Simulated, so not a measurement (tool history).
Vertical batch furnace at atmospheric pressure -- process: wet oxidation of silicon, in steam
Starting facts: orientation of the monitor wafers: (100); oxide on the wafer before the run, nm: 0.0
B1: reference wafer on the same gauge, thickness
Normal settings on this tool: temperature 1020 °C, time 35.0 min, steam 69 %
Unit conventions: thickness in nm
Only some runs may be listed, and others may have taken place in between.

run 1 day=0.000 | temperature=1020 time=35.0 steam=75 | B1=296.85 | thickness=279.23
run 2 day=0.562 | temperature=1020 time=35.0 steam=75 | B1=297.02 | thickness=278.53
run 3 day=1.067 | temperature=1020 time=35.0 steam=75 | B1=296.83 | thickness=277.81
run 4 day=1.567 | temperature=1020 time=35.0 steam=69 | B1=296.98 | thickness=261.72
run 5 day=2.346 | temperature=1020 time=35.0 steam=69 | B1=296.97 | thickness=262.20
-- day=3.588 steam generator serviced
run 6 day=3.608 | temperature=1020 time=35.0 steam=69 | B1=296.86 | thickness=281.13
run 7 day=3.796 | temperature=1020 time=35.0 steam=69 | B1=296.98 | thickness=282.32
run 8 day=3.988 | temperature=1020 time=35.0 steam=69 | B1=297.01 | thickness=281.18
run 9 day=4.175 | temperature=1020 time=35.0 steam=69 | B1=296.95 | thickness=280.62
-- day=5.429 thermocouples replaced and temperature profile calibrated
run 10 day=5.450 | temperature=1020 time=35.0 steam=69 | B1=297.09 | thickness=281.31
run 11 day=5.642 | temperature=1020 time=35.0 steam=69 | B1=297.03 | thickness=281.48
run 12 day=6.204 | temperature=1020 time=52.0 steam=66 | B1=296.98 | thickness=358.81
run 13 day=6.904 | temperature=1005 time=44.0 steam=73 | B1=297.11 | thickness=305.25
run 14 day=7.421 | temperature=1012 time=30.0 steam=73 | B1=297.08 | thickness=244.83
run 15 day=7.800 | temperature=1010 time=42.5 steam=79 | B1=296.95 | thickness=327.31
-- day=7.938 gauge calibrated
run 16 day=8.379 | temperature=1040 time=22.0 steam=79 | B1=297.03 | thickness=259.29
run 17 day=9.021 | temperature=1035 time=35.0 steam=61 | B1=297.25 | thickness=288.69
run 18 day=9.475 | temperature=1020 time=35.0 steam=69 | B1=296.98 | thickness=279.67
run 19 day=10.217 | temperature=1029 time=46.5 steam=58 | B1=297.04 | thickness=324.38
run 20 day=10.538 | temperature=1020 time=29.0 steam=75 | B1=297.09 | thickness=259.92
run 21 day=10.829 | temperature=1020 time=47.5 steam=78 | B1=297.16 | thickness=377.54

Each row is a separate what-if for the run after 21, all from the same tool condition, not one after another. Results?
run A day=11.021 | temperature=1020 time=40.0 steam=69 | B1=? | thickness=?
run B day=11.021 | temperature=1029 time=35.0 steam=69 | B1=? | thickness=?
run C day=11.021 | temperature=1020 time=35.0 steam=78 | B1=? | thickness=?
run D day=11.021 | temperature=1020 time=35.0 steam=80 | B1=? | thickness=?
run E day=11.021 | temperature=1040 time=35.0 steam=78 | B1=? | thickness=?

run=A B1=297.01 thickness=308.24
run=B B1=297.01 thickness=300.48
run=C B1=297.01 thickness=305.87
run=D B1=297.01 thickness=311.38
run=E B1=297.01 thickness=353.18
Without the tool's hidden state the same runs would have given:
run=A thickness=310.88
run=B thickness=303.04
run=C thickness=308.50
run=D thickness=314.05
run=E thickness=356.05
